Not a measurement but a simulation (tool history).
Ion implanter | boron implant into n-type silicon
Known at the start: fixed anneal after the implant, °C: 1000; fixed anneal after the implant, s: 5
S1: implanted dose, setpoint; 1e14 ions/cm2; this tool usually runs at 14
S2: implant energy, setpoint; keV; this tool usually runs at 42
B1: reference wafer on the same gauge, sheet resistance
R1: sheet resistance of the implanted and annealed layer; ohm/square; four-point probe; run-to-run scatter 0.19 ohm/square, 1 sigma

run,hour,S1,S2,B1,R1
1,0,14,42,86.39,91.79
2,23.1,14,42,86.4,91.81
3,51.7,14,42,86.43,91.72
4,63.8,14,42,86.38,92.43
5,81.4,14,34,86.42,92.59
6,97.4,14,34,86.4,92.7
7,123.3,11.38,46,86.41,107.16
8,156.7,11.38,46,86.39,107.39
9,188.2,11.38,46,86.42,107.99
# hour 196.9: Faraday cup replaced and dose calibrated
10,201.7,17.37,37,86.39,78.48
11,223.1,11.11,35,86.38,107.32
12,244.7,14,42,86.41,90.26
13,279.7,14,53.5,86.38,89.97
# hour 287.9: gauge calibrated
# hour 311.2: extraction supply calibrated
14,311.7,17.93,55.5,86.38,75.21
15,346.1,10.04,54.5,86.4,115.44
16,370.6,16.81,54,86.38,78.82
17,386.9,18.15,51,86.45,74.94
18,402.2,15.17,32,86.37,86.63

What would each run have given without the hidden state, its run-to-run variation left as it was?
Hidden state at play: deviation of the true dose from the Faraday cup's reading, %; deviation of the true energy from its setpoint, %; gauge reads high (%).
run,R1
1,90.73
2,90.65
3,90.43
4,91.08
5,91.2
6,91.23
7,105.13
8,105.15
9,105.53
10,78.75
11,107.76
12,90.6
13,90.31
14,75.47
15,115.84
16,79.05
17,75.14
18,86.84
